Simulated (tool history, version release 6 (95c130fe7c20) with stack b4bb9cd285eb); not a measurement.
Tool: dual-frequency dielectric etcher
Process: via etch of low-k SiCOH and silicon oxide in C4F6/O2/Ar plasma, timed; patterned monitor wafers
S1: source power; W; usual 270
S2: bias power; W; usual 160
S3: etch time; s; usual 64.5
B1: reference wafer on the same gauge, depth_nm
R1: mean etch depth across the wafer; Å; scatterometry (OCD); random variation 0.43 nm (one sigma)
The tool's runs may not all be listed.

run	hour	S1	S2	S3	B1	R1
1	0.0	270	188	57.0	125.8	1390
2	57.8	270	160	64.5	126.1	1501
3	110.0	270	160	64.5	126.0	1504
4	184.0	270	160	64.5	126.0	1509
5	288.8	270	160	64.5	126.0	1509
6	383.3	270	160	64.5	126.0	1513
7	424.7	270	160	64.5	125.9	1501
8	475.4	270	160	64.5	126.0	1513
9	512.0	270	160	64.5	125.9	1513
10	583.3	270	200	50.5	126.0	1225
11	671.8	240	160	64.5	125.9	1391
12	744.3	220	124	78.5	126.1	1537
13	806.4	330	141	56.5	126.0	1356
14	868.5	270	181	64.5	126.0	1524
15	973.2	230	160	64.5	126.0	1379
16	1015.2	270	160	64.5	125.9	1471
17	1109.4	290	137	52.0	126.0	1174
18	1211.8	300	160	79.5	126.1	1902
19	1266.8	320	160	81.5	126.0	1999
20	1314.8	210	131	59.5	126.0	1156
21	1418.5	210	193	57.0	126.1	1224
22	1517.4	270	160	64.5	126.0	1476
23	1594.5	210	193	57.0	126.0	1235
24	1656.4	270	160	64.5	125.9	1480
25	1724.9	270	160	64.5	126.0	1474
26	1774.9	270	122	54.0	126.1	1153
27	1876.4	290	196	64.5	125.9	1606
28	1925.3	270	160	64.5	125.9	1474

Not shown: 8 entries that the log had between the listed runs. Between which runs, and how does the tool's hidden state differ before and after?
Between runs 3 and 4: wet clean of the chamber (hour 169.1)
  source power that arrives over what is set, %: 5.02 -> 5.23
  measured less the result without the state, R1: +31 -> +32 Å
Between runs 5 and 6: bias power generator calibrated (hour 365.2)
  source power that arrives over what is set, %: 5.52 -> 5.79
  measured less the result without the state, R1: +34 -> +36 Å
Between runs 9 and 10: source power generator calibrated (hour 567.4)
  source power that arrives over what is set, %: 6.18 -> -0.104
  measured less the result without the state, R1: +38 -> +0 Å
Between runs 11 and 12: wet clean of the chamber (hour 709.2)
  source power that arrives over what is set, %: -0.0996 -> -0.0917
  measured less the result without the state, R1: -1 -> +0 Å
Between runs 14 and 15: upper electrode replaced (hour 972.7)
  source power that arrives over what is set, %: -0.0687 -> -0.0401
  measured less the result without the state, R1: +0 -> +0 Å
Between runs 17 and 18: gauge calibrated (hour 1166.9)
  source power that arrives over what is set, %: 0.00985 -> 0.0568
  measured less the result without the state, R1: +0 -> +1 Å
Between runs 18 and 19: wet clean of the chamber (hour 1260.7)
  source power that arrives over what is set, %: 0.0568 -> 0.0854
  measured less the result without the state, R1: +1 -> +1 Å
Between runs 27 and 28: wet clean of the chamber (hour 1918.5)
  source power that arrives over what is set, %: 0.559 -> 0.609
  measured less the result without the state, R1: +4 -> +4 Å
